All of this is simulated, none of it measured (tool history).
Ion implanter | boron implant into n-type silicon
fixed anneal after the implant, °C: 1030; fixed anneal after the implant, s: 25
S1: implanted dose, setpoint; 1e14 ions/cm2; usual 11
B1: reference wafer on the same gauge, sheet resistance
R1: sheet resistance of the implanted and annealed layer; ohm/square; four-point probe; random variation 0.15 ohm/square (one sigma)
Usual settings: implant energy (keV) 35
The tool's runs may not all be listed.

{"run": 1, "hour": 0.0, "S1": 12.6, "implant energy (keV)": 35, "B1": 82.3, "R1": 86.98}
{"run": 2, "hour": 56.7, "S1": 11, "implant energy (keV)": 35, "B1": 82.28, "R1": 97.92}
{"run": 3, "hour": 103.2, "S1": 11, "implant energy (keV)": 35, "B1": 82.3, "R1": 98.02}
{"run": 4, "hour": 151.7, "S1": 11, "implant energy (keV)": 35, "B1": 82.32, "R1": 97.89}
{"run": 5, "hour": 198.3, "S1": 11, "implant energy (keV)": 35, "B1": 82.29, "R1": 98.23}
{"run": 6, "hour": 233.4, "S1": 11, "implant energy (keV)": 35, "B1": 82.29, "R1": 98.33}
{"run": 7, "hour": 305.3, "S1": 11, "implant energy (keV)": 35, "B1": 82.31, "R1": 98.01}
{"run": 8, "hour": 345.8, "S1": 8.08, "implant energy (keV)": 42, "B1": 82.31, "R1": 124.87}
{"hour": 371.2, "done": "extraction supply calibrated"}
{"run": 9, "hour": 417.6, "S1": 12.92, "implant energy (keV)": 30.5, "B1": 82.28, "R1": 86.72}
{"hour": 437.2, "done": "gauge calibrated"}
{"hour": 573.5, "done": "Faraday cup replaced and dose calibrated"}
{"run": 10, "hour": 593.8, "S1": 9.81, "implant energy (keV)": 35, "B1": 82.3, "R1": 107.04}
{"run": 11, "hour": 631.7, "S1": 9.56, "implant energy (keV)": 30.5, "B1": 82.3, "R1": 110.52}
{"run": 12, "hour": 695.6, "S1": 11, "implant energy (keV)": 35, "B1": 82.29, "R1": 97.28}
{"run": 13, "hour": 750.4, "S1": 11, "implant energy (keV)": 31, "B1": 82.31, "R1": 98.2}
{"run": 14, "hour": 790.0, "S1": 9.56, "implant energy (keV)": 30.5, "B1": 82.3, "R1": 110.7}

4 ways to go on from here, each from the tool as it stands after run 14. What would each give?
{"run": "A", "hour": 790.4, "S1": 11, "implant energy (keV)": 35, "B1": "?", "R1": "?"}
{"run": "B", "hour": 790.4, "S1": 12.87, "implant energy (keV)": 39, "B1": "?", "R1": "?"}
{"run": "C", "hour": 790.4, "S1": 14.22, "implant energy (keV)": 39, "B1": "?", "R1": "?"}
{"run": "D", "hour": 790.4, "S1": 8.2, "implant energy (keV)": 43.5, "B1": "?", "R1": "?"}

run=A B1=82.28 R1=97.86
run=B B1=82.28 R1=85.06
run=C B1=82.28 R1=78.05
run=D B1=82.28 R1=122.54
Without the tool's hidden state the same runs would have given:
run=A R1=97.34
run=B R1=84.6
run=C R1=77.62
run=D R1=121.91
